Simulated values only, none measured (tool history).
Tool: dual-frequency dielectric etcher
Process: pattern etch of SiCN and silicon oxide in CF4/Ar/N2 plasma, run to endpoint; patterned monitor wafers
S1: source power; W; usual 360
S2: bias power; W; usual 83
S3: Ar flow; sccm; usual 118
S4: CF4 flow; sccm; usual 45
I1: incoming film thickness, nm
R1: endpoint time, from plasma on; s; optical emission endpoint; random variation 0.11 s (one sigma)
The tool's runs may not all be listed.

| run | day | S1 | S2 | S3 | S4 | I1 | R1 |
|---|---|---|---|---|---|---|---|
| 1 | 0.000 | 360 | 83 | 98 | 45 | 11.37 | 16.8 |
| 2 | 0.842 | 360 | 83 | 98 | 45 | 11.23 | 16.5 |
| 3 | 1.438 | 360 | 83 | 98 | 45 | 11.37 | 16.7 |
| 4 | 2.454 | 360 | 83 | 118 | 45 | 11.35 | 17.3 |
| 5 | 3.804 | 360 | 83 | 118 | 45 | 11.37 | 17.7 |
| 6 | 4.708 | 360 | 83 | 118 | 48 | 11.41 | 17.2 |
|  | 6.075 | upper electrode replaced, of another model than before |
| 7 | 6.096 | 360 | 83 | 118 | 45 | 11.19 | 17.2 |
|  | 6.412 | Ar flow controller replaced |
|  | 6.754 | bias power generator calibrated |
|  | 7.950 | CF4 flow controller replaced |
|  | 9.950 | wet clean of the chamber |
| 8 | 9.971 | 360 | 83 | 118 | 45 | 11.30 | 16.9 |
| 9 | 10.396 | 360 | 83 | 118 | 45 | 11.32 | 17.1 |
| 10 | 12.950 | 360 | 83 | 138 | 41 | 11.32 | 17.9 |
| 11 | 14.375 | 330 | 83 | 118 | 51 | 11.33 | 18.0 |
|  | 14.792 | source power generator calibrated |
| 12 | 15.342 | 360 | 83 | 118 | 45 | 11.30 | 17.2 |
| 13 | 16.258 | 440 | 102 | 91 | 40 | 11.20 | 13.5 |

Run 14 comes next. What will it give?
| 14 | 17.042 | 440 | 96 | 147 | 36 | 11.36 | ? |

{"run 14": {"R1": 15.2}}
Without the tool's hidden state the same run would have given R1 14.7 s.
